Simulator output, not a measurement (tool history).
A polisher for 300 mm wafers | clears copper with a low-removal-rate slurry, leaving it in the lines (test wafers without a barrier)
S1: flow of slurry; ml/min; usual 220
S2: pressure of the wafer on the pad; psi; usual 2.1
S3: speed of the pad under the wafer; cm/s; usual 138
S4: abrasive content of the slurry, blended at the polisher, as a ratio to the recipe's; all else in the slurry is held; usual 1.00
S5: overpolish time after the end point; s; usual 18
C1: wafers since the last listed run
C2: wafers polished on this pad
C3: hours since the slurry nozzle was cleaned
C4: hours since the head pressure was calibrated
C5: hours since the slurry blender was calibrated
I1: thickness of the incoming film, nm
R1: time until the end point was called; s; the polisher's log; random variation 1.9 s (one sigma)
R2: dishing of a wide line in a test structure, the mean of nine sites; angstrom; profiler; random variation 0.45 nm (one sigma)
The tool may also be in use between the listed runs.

Run 1, hour 0.0: usual settings; C1 0; C2 2019; C3 366.5; C4 988.4; C5 19.6; I1 414.5. Result: R1 133.7 s, R2 310 angstrom.
Run 2, hour 27.1: usual settings but S5 20 s; C1 238; C2 2257; C3 393.6; C4 1015.5; C5 46.7; I1 416.7. Result: R1 138.8 s, R2 333 angstrom.
Run 3, hour 62.8: usual settings but S5 20 s; C1 313; C2 2570; C3 429.3; C4 1051.2; C5 82.4; I1 428.2. Result: R1 144.8 s, R2 326 angstrom.
At hour 74.8: worn pad replaced by a new one.
Run 4, hour 95.5: usual settings but S5 20 s; C1 252; C2 182; C3 462.0; C4 1083.9; C5 115.1; I1 425.0. Result: R1 130.4 s, R2 351 angstrom.
At hour 99.8: head pressure recalibrated.
Run 5, hour 119.4: usual settings; C1 192; C2 374; C3 485.9; C4 19.6; C5 139.0; I1 415.3. Result: R1 126.2 s, R2 325 angstrom.
Run 6, hour 155.8: usual settings; C1 319; C2 694; C3 522.3; C4 56.0; C5 175.4; I1 418.8. Result: R1 129.0 s, R2 318 angstrom.
Run 7, hour 174.8: usual settings but S1 245 ml/min, S4 0.80; C1 166; C2 861; C3 541.3; C4 75.0; C5 194.4; I1 418.4. Result: R1 135.3 s, R2 312 angstrom.
Run 8, hour 206.6: usual settings but S1 245 ml/min, S4 0.80; C1 279; C2 1140; C3 573.1; C4 106.8; C5 226.2; I1 425.5. Result: R1 139.4 s, R2 310 angstrom.
At hour 213.5: slurry blender recalibrated.
Run 9, hour 232.8: usual settings but S1 150 ml/min; C1 212; C2 1352; C3 599.3; C4 133.0; C5 19.3; I1 423.8. Result: R1 145.4 s, R2 304 angstrom.
Run 10, hour 262.9: usual settings; C1 264; C2 1617; C3 629.4; C4 163.1; C5 49.4; I1 427.3. Result: R1 136.5 s, R2 314 angstrom.
Run 11, hour 297.9: usual settings; C1 307; C2 1924; C3 664.4; C4 198.1; C5 84.4; I1 417.7. Result: R1 138.3 s, R2 320 angstrom.
At hour 329.2: worn pad replaced by a new one.
Run 12, hour 330.9: usual settings but S4 0.85; C1 254; C2 14; C3 697.4; C4 231.1; C5 117.4; I1 423.8. Result: R1 132.6 s, R2 317 angstrom.
At hour 338.0: slurry nozzle cleaned.
Run 13, hour 349.2: usual settings but S1 150 ml/min, S3 96 cm/s; C1 151; C2 166; C3 11.2; C4 249.4; C5 135.7; I1 421.0. Result: R1 198.7 s, R2 236 angstrom.
Run 14, hour 366.4: usual settings but S3 164 cm/s; C1 151; C2 317; C3 28.4; C4 266.6; C5 152.9; I1 420.9. Result: R1 108.7 s, R2 367 angstrom.
Run 15, hour 405.0: usual settings but S4 1.20, S5 12 s; C1 339; C2 656; C3 67.0; C4 305.2; C5 191.5; I1 417.2. Result: R1 124.6 s, R2 241 angstrom.
Run 16, hour 421.5: usual settings but S1 160 ml/min; C1 144; C2 801; C3 83.5; C4 321.7; C5 208.0; I1 427.1. Result: R1 138.6 s, R2 307 angstrom.
Run 17, hour 454.7: usual settings; C1 291; C2 1093; C3 116.7; C4 354.9; C5 241.2; I1 418.3. Result: R1 132.6 s, R2 321 angstrom.
At hour 465.7: slurry blender recalibrated.
Run 18, hour 486.0: usual settings; C1 257; C2 1350; C3 148.0; C4 386.2; C5 20.3; I1 420.3. Result: R1 134.3 s, R2 312 angstrom.
Run 19, hour 571.2: usual settings but S5 21 s; C1 748; C2 2098; C3 233.2; C4 471.4; C5 105.5; I1 420.7. Result: R1 135.6 s, R2 350 angstrom.
At hour 590.3: worn pad replaced by a new one.
Run 20, hour 590.8: usual settings but S2 2.6 psi, S3 160 cm/s, S4 0.80, S5 12 s; C1 137; C2 4; C3 252.8; C4 491.0; C5 125.1; I1 413.0. Result: R1 100.6 s, R2 288 angstrom.
Run 21, hour 613.9: usual settings but S1 250 ml/min; C1 202; C2 207; C3 275.9; C4 514.1; C5 148.2; I1 413.5. Result: R1 126.0 s, R2 329 angstrom.
Run 22, hour 630.8: usual settings but S2 2.8 psi; C1 148; C2 355; C3 292.8; C4 531.0; C5 165.1; I1 412.6. Result: R1 104.4 s, R2 376 angstrom.
Run 23, hour 657.5: usual settings but S1 285 ml/min, S3 178 cm/s, S4 0.80; C1 234; C2 590; C3 319.5; C4 557.7; C5 191.8; I1 419.1. Result: R1 106.0 s, R2 379 angstrom.
Run 24, hour 682.1: usual settings but S2 1.4 psi, S3 154 cm/s, S4 0.70, S5 24 s; C1 216; C2 806; C3 344.1; C4 582.3; C5 216.4; I1 419.3. Result: R1 160.7 s, R2 328 angstrom.
At hour 717.5: slurry blender recalibrated.
Run 25, hour 718.0: usual settings but S3 110 cm/s, S5 9 s; C1 297; C2 1103; C3 380.0; C4 618.2; C5 0.5; I1 421.8. Result: R1 165.5 s, R2 145 angstrom.
Run 26, hour 747.9: usual settings but S4 1.30, S5 11 s; C1 262; C2 1366; C3 409.9; C4 648.1; C5 30.4; I1 413.1. Result: R1 126.4 s, R2 224 angstrom.
Run 27, hour 775.3: usual settings; C1 240; C2 1607; C3 437.3; C4 675.5; C5 57.8; I1 418.8. Result: R1 137.1 s, R2 311 angstrom.
Run 28, hour 796.8: usual settings; C1 188; C2 1795; C3 458.8; C4 697.0; C5 79.3; I1 414.7. Result: R1 135.2 s, R2 313 angstrom.
Run 29, hour 829.0: usual settings but S2 2.6 psi, S3 160 cm/s, S4 0.80, S5 12 s; C1 282; C2 2078; C3 491.0; C4 729.2; C5 111.5; I1 424.4. Result: R1 113.5 s, R2 271 angstrom.

How the hidden state differs across the entries between the runs, from the last listed run before each to the first after it:
Between runs 3 and 4: worn pad replaced by a new one (hour 74.8)
  removal rate lost through wear of the pad, %: 10.5 -> 1.07
  measured less the result without the state, R1: +15.3 -> +1.4 s; R2: -28 -> -3 angstrom
Between runs 4 and 5: head pressure recalibrated (hour 99.8)
  removal rate lost through wear of the pad, %: 1.07 -> 1.81
  measured less the result without the state, R1: +1.4 -> +2.3 s; R2: -3 -> -4 angstrom
Between runs 8 and 9: slurry blender recalibrated (hour 213.5)
  removal rate lost through wear of the pad, %: 4.48 -> 5.29
  measured less the result without the state, R1: +6.2 -> +7.7 s; R2: -12 -> -13 angstrom
Between runs 11 and 12: worn pad replaced by a new one (hour 329.2)
  removal rate lost through wear of the pad, %: 7.28 -> 0.833
  measured less the result without the state, R1: +10.1 -> +1.1 s; R2: -19 -> -2 angstrom
Between runs 12 and 13: slurry nozzle cleaned (hour 338.0)
  removal rate lost through wear of the pad, %: 0.833 -> 1.39
  measured less the result without the state, R1: +1.1 -> +2.7 s; R2: -2 -> -3 angstrom
Between runs 17 and 18: slurry blender recalibrated (hour 465.7)
  removal rate lost through wear of the pad, %: 4.63 -> 5.59
  measured less the result without the state, R1: +6.2 -> +7.5 s; R2: -12 -> -14 angstrom
Between runs 19 and 20: worn pad replaced by a new one (hour 590.3)
  removal rate lost through wear of the pad, %: 8.21 -> 0.762
  measured less the result without the state, R1: +11.2 -> +0.8 s; R2: -23 -> -2 angstrom
Between runs 24 and 25: slurry blender recalibrated (hour 717.5)
  removal rate lost through wear of the pad, %: 3.56 -> 4.66
  measured less the result without the state, R1: +5.7 -> +7.7 s; R2: -9 -> -6 angstrom

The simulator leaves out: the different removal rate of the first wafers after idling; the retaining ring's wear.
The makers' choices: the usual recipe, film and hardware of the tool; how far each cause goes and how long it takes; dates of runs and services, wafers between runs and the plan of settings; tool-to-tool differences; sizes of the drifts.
